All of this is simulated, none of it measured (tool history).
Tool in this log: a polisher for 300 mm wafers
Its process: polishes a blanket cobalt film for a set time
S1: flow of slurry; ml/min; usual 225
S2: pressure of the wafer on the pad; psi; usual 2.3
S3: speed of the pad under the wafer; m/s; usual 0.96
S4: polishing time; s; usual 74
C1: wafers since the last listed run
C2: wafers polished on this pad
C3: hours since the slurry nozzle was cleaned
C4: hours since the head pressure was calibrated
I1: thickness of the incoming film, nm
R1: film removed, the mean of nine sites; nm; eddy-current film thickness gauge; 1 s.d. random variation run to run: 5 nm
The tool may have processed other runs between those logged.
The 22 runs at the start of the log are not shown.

run	hour	S1	S2	S3	S4	C1	C2	C3	C4	I1	R1
23	573.1	195	2.3	0.96	74	123	1001	91.8	407.6	1317.2	438.5
24	586.1	225	2.3	0.96	74	93	1094	104.8	420.6	1325.4	449.8
25	608.2	225	2.3	0.96	74	158	1253	126.9	442.7	1315.4	447.7
26	626.5	160	2.7	1.26	92	131	1384	145.2	461	1291.2	738.3
# hour 657.2: worn pad replaced by a new one
27	657.7	205	2.3	0.96	74	195	3	176.4	492.2	1345.8	437
28	674.3	225	2.3	0.96	74	119	122	193	508.8	1338.3	447.8
29	702.9	270	2.7	0.8	81	205	328	221.6	537.4	1299.1	477.4
30	731.7	225	2.3	0.96	74	206	534	250.4	566.2	1330.8	433
# hour 736.3: slurry nozzle cleaned
31	753.7	290	2.3	1.24	53	150	685	17.4	588.2	1330.4	402.1
32	773.2	260	2.9	0.72	60	139	825	36.9	607.7	1307.1	337.3
33	789.3	300	2.9	0.82	65	115	941	53	623.8	1320.8	398.9
34	824.5	225	2.3	0.96	74	252	1194	88.2	659	1330.9	446.8
35	847.1	200	2.1	0.96	74	162	1356	110.8	681.6	1328.2	413.2
36	866	165	2.3	0.82	74	135	1491	129.7	700.5	1334.4	369.1

Here are 5 independent what-if runs from the current tool condition. What would each one return?
A	866.5	225	2.3	0.96	74	3	1495	130.2	701	1304.3	?
B	866.5	225	3.1	0.96	74	3	1495	130.2	701	1304.3	?
C	866.5	200	2.3	0.96	74	3	1495	130.2	701	1304.3	?
D	866.5	180	2.3	0.76	63	3	1495	130.2	701	1304.3	?
E	866.5	225	2.6	0.96	97	3	1495	130.2	701	1304.3	?

run	R1
A	438.8
B	530.4
C	433.1
D	300.4
E	620.2
Stripped of hidden state, with their random variation kept, the same runs would have yielded:
run	R1
A	445.4
B	538.4
C	439.6
D	305
E	629.5
